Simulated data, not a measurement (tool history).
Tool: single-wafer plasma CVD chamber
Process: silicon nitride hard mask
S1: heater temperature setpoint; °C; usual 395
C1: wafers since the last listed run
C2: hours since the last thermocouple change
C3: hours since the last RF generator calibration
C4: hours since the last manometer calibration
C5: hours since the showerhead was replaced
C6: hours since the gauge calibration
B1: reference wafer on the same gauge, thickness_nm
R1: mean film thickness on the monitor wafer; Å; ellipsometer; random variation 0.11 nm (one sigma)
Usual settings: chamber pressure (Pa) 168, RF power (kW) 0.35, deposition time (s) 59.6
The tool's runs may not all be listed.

run 1 hour=0 | S1=395 chamber_pressure_(Pa)=183 RF_power_(kW)=0.35 deposition_time_(s)=59.6 | C1=0 C2=887.5 C3=1828.3 C4=692.9 C5=2151.8 C6=156.5 | B1=61.701 | R1=738.58
run 2 hour=15.1 | S1=395 chamber_pressure_(Pa)=168 RF_power_(kW)=0.35 deposition_time_(s)=59.6 | C1=353 C2=902.6 C3=1843.4 C4=708 C5=2166.9 C6=171.6 | B1=61.696 | R1=717.4
-- hour=17.3 gauge calibrated
run 3 hour=27.4 | S1=395 chamber_pressure_(Pa)=168 RF_power_(kW)=0.35 deposition_time_(s)=59.6 | C1=287 C2=914.9 C3=1855.7 C4=720.3 C5=2179.2 C6=10.1 | B1=61.697 | R1=715.93
run 4 hour=40 | S1=395 chamber_pressure_(Pa)=168 RF_power_(kW)=0.35 deposition_time_(s)=59.6 | C1=294 C2=927.5 C3=1868.3 C4=732.9 C5=2191.8 C6=22.7 | B1=61.686 | R1=716.72
run 5 hour=50.8 | S1=395 chamber_pressure_(Pa)=168 RF_power_(kW)=0.35 deposition_time_(s)=59.6 | C1=252 C2=938.3 C3=1879.1 C4=743.7 C5=2202.6 C6=33.5 | B1=61.683 | R1=714.94
run 6 hour=59.1 | S1=395 chamber_pressure_(Pa)=168 RF_power_(kW)=0.35 deposition_time_(s)=59.6 | C1=194 C2=946.6 C3=1887.4 C4=752 C5=2210.9 C6=41.8 | B1=61.668 | R1=715.33
run 7 hour=76.7 | S1=395 chamber_pressure_(Pa)=168 RF_power_(kW)=0.35 deposition_time_(s)=59.6 | C1=411 C2=964.2 C3=1905 C4=769.6 C5=2228.5 C6=59.4 | B1=61.702 | R1=715.82
run 8 hour=83.6 | S1=395 chamber_pressure_(Pa)=168 RF_power_(kW)=0.35 deposition_time_(s)=53.7 | C1=161 C2=971.1 C3=1911.9 C4=776.5 C5=2235.4 C6=66.3 | B1=61.724 | R1=644.55
run 9 hour=91.5 | S1=395 chamber_pressure_(Pa)=168 RF_power_(kW)=0.35 deposition_time_(s)=53.7 | C1=184 C2=979 C3=1919.8 C4=784.4 C5=2243.3 C6=74.2 | B1=61.672 | R1=644.43
run 10 hour=103.6 | S1=395 chamber_pressure_(Pa)=168 RF_power_(kW)=0.325 deposition_time_(s)=59.6 | C1=283 C2=991.1 C3=1931.9 C4=796.5 C5=2255.4 C6=86.3 | B1=61.668 | R1=684.87
run 11 hour=118.7 | S1=395 chamber_pressure_(Pa)=168 RF_power_(kW)=0.325 deposition_time_(s)=59.6 | C1=353 C2=1006.2 C3=1947 C4=811.6 C5=2270.5 C6=101.4 | B1=61.696 | R1=683.53
run 12 hour=131 | S1=395 chamber_pressure_(Pa)=168 RF_power_(kW)=0.325 deposition_time_(s)=59.6 | C1=287 C2=1018.5 C3=1959.3 C4=823.9 C5=2282.8 C6=113.7 | B1=61.672 | R1=686.67
run 13 hour=145.1 | S1=405 chamber_pressure_(Pa)=168 RF_power_(kW)=0.305 deposition_time_(s)=59.6 | C1=329 C2=1032.6 C3=1973.4 C4=838 C5=2296.9 C6=127.8 | B1=61.707 | R1=656.85
run 14 hour=162.3 | S1=405 chamber_pressure_(Pa)=168 RF_power_(kW)=0.305 deposition_time_(s)=59.6 | C1=402 C2=1049.8 C3=1990.6 C4=855.2 C5=2314.1 C6=145 | B1=61.708 | R1=656.94
run 15 hour=177.6 | S1=388 chamber_pressure_(Pa)=155 RF_power_(kW)=0.315 deposition_time_(s)=66.3 | C1=357 C2=1065.1 C3=2005.9 C4=870.5 C5=2329.4 C6=160.3 | B1=61.683 | R1=727.01
run 16 hour=189.1 | S1=408 chamber_pressure_(Pa)=181 RF_power_(kW)=0.415 deposition_time_(s)=66.6 | C1=268 C2=1076.6 C3=2017.4 C4=882 C5=2340.9 C6=171.8 | B1=61.705 | R1=890.76
-- hour=201.2 thermocouple changed; heater temperature recalibrated
run 17 hour=201.7 | S1=387 chamber_pressure_(Pa)=168 RF_power_(kW)=0.295 deposition_time_(s)=59.6 | C1=107 C2=0.5 C3=2030 C4=894.6 C5=2353.5 C6=184.4 | B1=61.709 | R1=651.03
-- hour=202.5 gauge calibrated
run 18 hour=208.9 | S1=402 chamber_pressure_(Pa)=168 RF_power_(kW)=0.35 deposition_time_(s)=59.6 | C1=168 C2=7.7 C3=2037.2 C4=901.8 C5=2360.7 C6=6.4 | B1=61.703 | R1=710.42
run 19 hour=217.9 | S1=395 chamber_pressure_(Pa)=199 RF_power_(kW)=0.35 deposition_time_(s)=55.7 | C1=210 C2=16.7 C3=2046.2 C4=910.8 C5=2369.7 C6=15.4 | B1=61.715 | R1=706.66

The next listed run, before its measurement:
run 20 hour=231.5 | S1=395 chamber_pressure_(Pa)=184 RF_power_(kW)=0.4 deposition_time_(s)=70.8 | C1=318 C2=30.3 C3=2059.8 C4=924.4 C5=2383.3 C6=29 | B1=? | R1=?

B1: 61.707
R1: 937.46 Å
Without the tool's hidden state the same run would have given R1 994.88 Å.
